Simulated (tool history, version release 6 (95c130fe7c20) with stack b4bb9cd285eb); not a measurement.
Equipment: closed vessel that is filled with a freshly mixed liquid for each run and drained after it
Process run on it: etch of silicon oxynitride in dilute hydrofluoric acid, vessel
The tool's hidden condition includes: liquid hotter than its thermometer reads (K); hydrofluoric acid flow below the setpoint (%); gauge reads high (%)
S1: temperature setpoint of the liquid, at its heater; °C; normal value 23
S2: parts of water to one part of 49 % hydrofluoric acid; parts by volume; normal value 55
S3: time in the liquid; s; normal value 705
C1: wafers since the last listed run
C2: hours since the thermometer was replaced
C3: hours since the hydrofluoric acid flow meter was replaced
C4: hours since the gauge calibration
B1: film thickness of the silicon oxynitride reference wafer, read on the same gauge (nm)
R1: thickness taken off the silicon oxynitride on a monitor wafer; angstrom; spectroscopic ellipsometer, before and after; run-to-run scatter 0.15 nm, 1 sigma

{"run": 1, "hour": 0.0, "S1": 23, "S2": 55, "S3": 705, "C1": 0, "C2": 1228.2, "C3": 777.2, "C4": 448, "B1": 40.02, "R1": 493.1}
{"run": 2, "hour": 32.5, "S1": 23, "S2": 55, "S3": 705, "C1": 1636, "C2": 1260.7, "C3": 809.7, "C4": 480.5, "B1": 39.99, "R1": 490.4}
{"run": 3, "hour": 65.9, "S1": 21.5, "S2": 55, "S3": 600, "C1": 1681, "C2": 1294.1, "C3": 843.1, "C4": 513.9, "B1": 39.98, "R1": 387.9}
{"run": 4, "hour": 89.4, "S1": 21.5, "S2": 55, "S3": 600, "C1": 1183, "C2": 1317.6, "C3": 866.6, "C4": 537.4, "B1": 39.98, "R1": 388.7}
{"run": 5, "hour": 114.7, "S1": 23, "S2": 60, "S3": 705, "C1": 1273, "C2": 1342.9, "C3": 891.9, "C4": 562.7, "B1": 40, "R1": 447.3}
{"run": 6, "hour": 137.2, "S1": 23, "S2": 60, "S3": 705, "C1": 1132, "C2": 1365.4, "C3": 914.4, "C4": 585.2, "B1": 40.03, "R1": 451.5}
{"run": 7, "hour": 165.4, "S1": 23, "S2": 60, "S3": 705, "C1": 1419, "C2": 1393.6, "C3": 942.6, "C4": 613.4, "B1": 39.99, "R1": 450.2}
{"run": 8, "hour": 196.5, "S1": 23, "S2": 55, "S3": 705, "C1": 1565, "C2": 1424.7, "C3": 973.7, "C4": 644.5, "B1": 39.98, "R1": 494.7}
{"run": 9, "hour": 214.8, "S1": 23, "S2": 55, "S3": 705, "C1": 921, "C2": 1443, "C3": 992, "C4": 662.8, "B1": 39.96, "R1": 491.4}
{"run": 10, "hour": 237.8, "S1": 23, "S2": 55, "S3": 705, "C1": 1157, "C2": 1466, "C3": 1015, "C4": 685.8, "B1": 39.99, "R1": 496.4}
{"run": 11, "hour": 263.6, "S1": 23, "S2": 55, "S3": 705, "C1": 1298, "C2": 1491.8, "C3": 1040.8, "C4": 711.6, "B1": 39.99, "R1": 495.7}
{"run": 12, "hour": 276.0, "S1": 23, "S2": 55, "S3": 705, "C1": 624, "C2": 1504.2, "C3": 1053.2, "C4": 724, "B1": 39.99, "R1": 497.5}
{"hour": 289.6, "done": "thermometer replaced"}
{"run": 13, "hour": 334.3, "S1": 23, "S2": 55, "S3": 705, "C1": 2884, "C2": 44.7, "C3": 1111.5, "C4": 782.3, "B1": 39.99, "R1": 468.7}
{"run": 14, "hour": 347.3, "S1": 23, "S2": 55, "S3": 705, "C1": 654, "C2": 57.7, "C3": 1124.5, "C4": 795.3, "B1": 39.98, "R1": 465.3}
{"run": 15, "hour": 363.9, "S1": 23, "S2": 55, "S3": 705, "C1": 835, "C2": 74.3, "C3": 1141.1, "C4": 811.9, "B1": 40.01, "R1": 469}
{"run": 16, "hour": 381.8, "S1": 23, "S2": 55, "S3": 705, "C1": 901, "C2": 92.2, "C3": 1159, "C4": 829.8, "B1": 39.95, "R1": 469.8}
{"run": 17, "hour": 407.2, "S1": 19.5, "S2": 65, "S3": 890, "C1": 1278, "C2": 117.6, "C3": 1184.4, "C4": 855.2, "B1": 40.02, "R1": 421.3}
{"hour": 417.9, "done": "gauge calibrated"}
{"run": 18, "hour": 427.5, "S1": 27.5, "S2": 75, "S3": 980, "C1": 1022, "C2": 137.9, "C3": 1204.7, "C4": 9.6, "B1": 40.02, "R1": 582.7}
{"run": 19, "hour": 459.7, "S1": 25, "S2": 25, "S3": 830, "C1": 1621, "C2": 170.1, "C3": 1236.9, "C4": 41.8, "B1": 39.98, "R1": 1375.9}
{"hour": 470.2, "done": "hydrofluoric acid flow meter replaced"}
{"run": 20, "hour": 482.0, "S1": 19, "S2": 80, "S3": 705, "C1": 1072, "C2": 192.4, "C3": 11.8, "C4": 64.1, "B1": 40.01, "R1": 259.1}
{"run": 21, "hour": 496.8, "S1": 24.5, "S2": 30, "S3": 485, "C1": 745, "C2": 207.2, "C3": 26.6, "C4": 78.9, "B1": 39.99, "R1": 653.8}
{"run": 22, "hour": 518.3, "S1": 26, "S2": 40, "S3": 705, "C1": 1082, "C2": 228.7, "C3": 48.1, "C4": 100.4, "B1": 40, "R1": 763}
{"run": 23, "hour": 543.7, "S1": 23, "S2": 65, "S3": 930, "C1": 1278, "C2": 254.1, "C3": 73.5, "C4": 125.8, "B1": 39.98, "R1": 526.8}
{"run": 24, "hour": 561.5, "S1": 23, "S2": 55, "S3": 705, "C1": 896, "C2": 271.9, "C3": 91.3, "C4": 143.6, "B1": 40.05, "R1": 469.3}
{"run": 25, "hour": 594.8, "S1": 23, "S2": 55, "S3": 705, "C1": 1676, "C2": 305.2, "C3": 124.6, "C4": 176.9, "B1": 40.04, "R1": 473.1}
{"run": 26, "hour": 624.9, "S1": 23, "S2": 55, "S3": 705, "C1": 1515, "C2": 335.3, "C3": 154.7, "C4": 207, "B1": 40.02, "R1": 474.9}
{"run": 27, "hour": 657.8, "S1": 23, "S2": 60, "S3": 705, "C1": 1656, "C2": 368.2, "C3": 187.6, "C4": 239.9, "B1": 40.03, "R1": 434.2}
{"run": 28, "hour": 670.0, "S1": 25, "S2": 55, "S3": 900, "C1": 614, "C2": 380.4, "C3": 199.8, "C4": 252.1, "B1": 39.99, "R1": 667.7}
{"run": 29, "hour": 683.1, "S1": 23, "S2": 55, "S3": 705, "C1": 659, "C2": 393.5, "C3": 212.9, "C4": 265.2, "B1": 40.05, "R1": 474.7}
{"run": 30, "hour": 734.0, "S1": 19, "S2": 25, "S3": 815, "C1": 2562, "C2": 444.4, "C3": 263.8, "C4": 316.1, "B1": 40.03, "R1": 1015.9}
{"run": 31, "hour": 756.4, "S1": 23, "S2": 55, "S3": 705, "C1": 1127, "C2": 466.8, "C3": 286.2, "C4": 338.5, "B1": 40, "R1": 477.2}
{"run": 32, "hour": 775.1, "S1": 23, "S2": 55, "S3": 705, "C1": 941, "C2": 485.5, "C3": 304.9, "C4": 357.2, "B1": 40.01, "R1": 478.8}
{"run": 33, "hour": 801.3, "S1": 23, "S2": 70, "S3": 705, "C1": 1319, "C2": 511.7, "C3": 331.1, "C4": 383.4, "B1": 40.01, "R1": 371.1}

State the hidden condition of the tool at each of the runs:
hydrofluoric acid flow below the setpoint (%): 0 in every run
gauge reads high (%): 0 in every run
H1: liquid hotter than its thermometer reads (K)
run=1 H1=1.05
run=2 H1=1.07
run=3 H1=1.1
run=4 H1=1.12
run=5 H1=1.14
run=6 H1=1.16
run=7 H1=1.18
run=8 H1=1.2
run=9 H1=1.22
run=10 H1=1.24
run=11 H1=1.26
run=12 H1=1.27
run=13 H1=0.114
run=14 H1=0.124
run=15 H1=0.137
run=16 H1=0.151
run=17 H1=0.172
run=18 H1=0.188
run=19 H1=0.214
run=20 H1=0.231
run=21 H1=0.243
run=22 H1=0.26
run=23 H1=0.281
run=24 H1=0.295
run=25 H1=0.321
run=26 H1=0.345
run=27 H1=0.372
run=28 H1=0.381
run=29 H1=0.392
run=30 H1=0.432
run=31 H1=0.45
run=32 H1=0.465
run=33 H1=0.486
